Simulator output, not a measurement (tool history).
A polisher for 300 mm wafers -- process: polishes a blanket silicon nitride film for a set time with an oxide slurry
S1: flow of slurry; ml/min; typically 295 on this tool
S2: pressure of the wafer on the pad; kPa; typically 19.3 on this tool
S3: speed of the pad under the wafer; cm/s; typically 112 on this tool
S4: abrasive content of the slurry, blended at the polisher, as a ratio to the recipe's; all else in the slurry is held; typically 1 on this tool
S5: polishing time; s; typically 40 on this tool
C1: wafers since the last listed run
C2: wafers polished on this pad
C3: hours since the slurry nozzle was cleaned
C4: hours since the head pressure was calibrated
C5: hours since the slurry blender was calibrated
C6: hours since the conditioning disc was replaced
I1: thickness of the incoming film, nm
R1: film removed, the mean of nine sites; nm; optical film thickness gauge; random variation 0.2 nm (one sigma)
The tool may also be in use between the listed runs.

run,hour,S1,S2,S3,S4,S5,C1,C2,C3,C4,C5,C6,I1,R1
1,0,295,19.3,112,1,40,0,1517,80.8,253.3,100.9,385.2,514.4,23.3
# hour 53.1: worn pad replaced by a new one
# hour 83: conditioning disc replaced and pad reconditioned
2,117.3,295,19.3,112,1,40,1002,560,198.1,370.6,218.2,34.3,506.6,23.3
3,143.2,295,19.3,112,1,40,233,793,224,396.5,244.1,60.2,518.1,23.3
# hour 169: slurry blender recalibrated
4,202.4,295,19.3,112,1,40,515,1308,283.2,455.7,33.4,119.4,515.9,23.5
# hour 208.2: slurry nozzle cleaned
# hour 254.5: worn pad replaced by a new one
5,261.6,295,19.3,112,1,40,488,64,53.4,514.9,92.6,178.6,510,23.5
6,286.2,295,19.3,112,1,40,221,285,78,539.5,117.2,203.2,512.3,23.6
7,314.4,295,19.3,112,1,40,253,539,106.2,567.7,145.4,231.4,509.5,23.3
8,370.8,295,19.3,112,1.15,40,507,1047,162.6,624.1,201.8,287.8,518.5,25
# hour 422.1: slurry blender recalibrated
9,429,295,19.3,112,1.15,40,506,1553,220.8,682.3,6.9,346,514.1,24.9
# hour 446.5: conditioning disc replaced and pad reconditioned
10,472.5,295,19.3,112,1.15,40,373,1927,264.3,725.8,50.4,26,513.9,24.6
# hour 488.6: worn pad replaced by a new one
# hour 493.7: slurry nozzle cleaned
11,500,295,19.3,124,1,40,202,93,6.3,753.3,77.9,53.5,502,25.1
12,537.5,295,19.3,124,1,40,337,431,43.8,790.8,115.4,91,514.4,25
13,570.1,295,19.3,112,0.8,40,293,724,76.4,823.4,148,123.6,502.9,21.3
# hour 589.5: head pressure recalibrated
14,621.9,295,21.4,112,1.15,40,448,1173,128.2,32.4,199.8,175.4,506.1,27.6
15,683,210,19.3,112,1,40,550,1723,189.3,93.5,260.9,236.5,509.3,23
# hour 705.9: slurry blender recalibrated
16,730.7,365,16.5,136,1,46,411,2135,237,141.2,24.8,284.2,515.1,26.1
# hour 747.2: worn pad replaced by a new one
17,755.9,295,19.3,148,1,40,190,78,262.2,166.4,50,309.4,514.6,27.2
# hour 782.9: slurry nozzle cleaned
18,805.4,295,22.1,112,1,40,436,514,22.5,215.9,99.5,358.9,513.4,27.1
# hour 869.1: conditioning disc replaced and pad reconditioned
19,873.9,295,19.3,112,1,40,598,1113,91,284.4,168,4.8,515.7,23.7
20,908,340,12.4,112,1.1,49,307,1421,125.1,318.5,202.1,38.9,514.4,19.4
# hour 919.8: slurry blender recalibrated
21,961.5,365,16.5,136,1,46,463,1884,178.6,372,41.7,92.4,501.9,26.3
# hour 968.6: worn pad replaced by a new one
22,991.4,210,22.1,78,0.7,40,233,205,208.5,401.9,71.6,122.3,505.7,18
23,1017.3,355,21.4,112,1,47,233,438,234.4,427.8,97.5,148.2,511.1,31.2

Run 24 is up next; what results do you expect?
24,1051.9,295,14.5,128,0.85,44,311,749,269,462.4,132.1,182.8,517.1,?

Run 24 measured R1 19.4 nm.
With the hidden condition absent and the run-to-run variation left alone, this run would have shown R1 19.4 nm.

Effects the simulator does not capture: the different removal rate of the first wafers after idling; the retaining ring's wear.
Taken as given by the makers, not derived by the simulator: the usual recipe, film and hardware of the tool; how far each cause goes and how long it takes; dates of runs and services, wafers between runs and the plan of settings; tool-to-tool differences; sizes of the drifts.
